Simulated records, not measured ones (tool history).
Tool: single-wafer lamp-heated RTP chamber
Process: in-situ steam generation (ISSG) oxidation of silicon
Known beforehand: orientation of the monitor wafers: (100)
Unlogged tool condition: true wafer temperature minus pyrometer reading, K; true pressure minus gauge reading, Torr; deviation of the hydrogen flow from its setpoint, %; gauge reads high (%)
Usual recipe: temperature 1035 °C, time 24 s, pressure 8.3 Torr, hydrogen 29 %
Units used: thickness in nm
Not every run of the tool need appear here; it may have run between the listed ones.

run   hour  temperature  time  pressure  hydrogen  wafers since the last listed run  wafers since the last pyrometer calibration  hours since the pressure gauge was zeroed  hours since the hydrogen flow controller was replaced  hours since the gauge calibration  read-back reference wafer on the same gauge, thickness  thickness
  1    0.0         1035    24       8.3        29                                 0                                         4697                                     4421.8                                                 1524.0                              642.1                                                   7.443      7.547
  2   35.6         1035    24       8.3        29                               517                                         5215                                     4457.4                                                 1559.6                              677.7                                                   7.434      7.526
      49.9  -- pyrometer window cleaned and pyrometer calibrated
  3   97.1         1035    24       8.3        29                               778                                          685                                     4518.9                                                 1621.1                              739.2                                                   7.440      7.315
  4  146.4         1035    24       8.3        29                               717                                         1403                                     4568.2                                                 1670.4                              788.5                                                   7.442      7.410
  5  189.8         1035    24       8.3        29                               631                                         2034                                     4611.6                                                 1713.8                              831.9                                                   7.441      7.497
  6  232.6         1035    24       8.3        29                               622                                         2657                                     4654.4                                                 1756.6                              874.7                                                   7.438      7.507
  7  271.4         1035    24       8.3        29                               564                                         3221                                     4693.2                                                 1795.4                              913.5                                                   7.445      7.502
     318.7  -- gauge calibrated
  8  335.6         1035    24       8.3        29                               934                                         4155                                     4757.4                                                 1859.6                               16.9                                                   7.434      7.582
  9  366.2         1035    24       8.3        29                               445                                         4601                                     4788.0                                                 1890.2                               47.5                                                   7.434      7.540
     427.9  -- pyrometer window cleaned and pyrometer calibrated
 10  428.4         1035    24       8.3        29                               788                                            6                                     4850.2                                                 1952.4                              109.7                                                   7.448      7.217
 11  486.8         1035    24       8.3        29                               849                                          856                                     4908.6                                                 2010.8                              168.1                                                   7.437      7.337
 12  553.1         1035    24       8.7        29                               964                                         1820                                     4974.9                                                 2077.1                              234.4                                                   7.432      7.443
 13  764.8         1035    24       8.7        29                              3079                                         4900                                     5186.6                                                 2288.8                              446.1                                                   7.440      7.516
     782.7  -- pyrometer window cleaned and pyrometer calibrated
 14  857.8         1035    24       8.7        29                              1236                                         1092                                     5279.6                                                 2381.8                              539.1                                                   7.440      7.372
     877.2  -- hydrogen flow controller replaced
 15  903.7         1035    24       8.3        29                               551                                         1643                                     5325.5                                                   26.5                              585.0                                                   7.440      7.547
 16  966.0         1054    19       8.3        32                               906                                         2549                                     5387.8                                                   88.8                              647.3                                                   7.438      7.610

The next listed run, before its measurement:
     1023.7  -- pressure gauge zeroed
 17  1024.6         1035    24       8.3        32                               736                                         3285                                        0.9                                                  147.4                              705.9                                                       ?          ?

Run 17 measured read-back reference wafer on the same gauge, thickness 7.442, thickness 7.799 nm.
Take away the tool's hidden state, keep the run-to-run variation as it was, and the same run would have given thickness 7.403 nm.
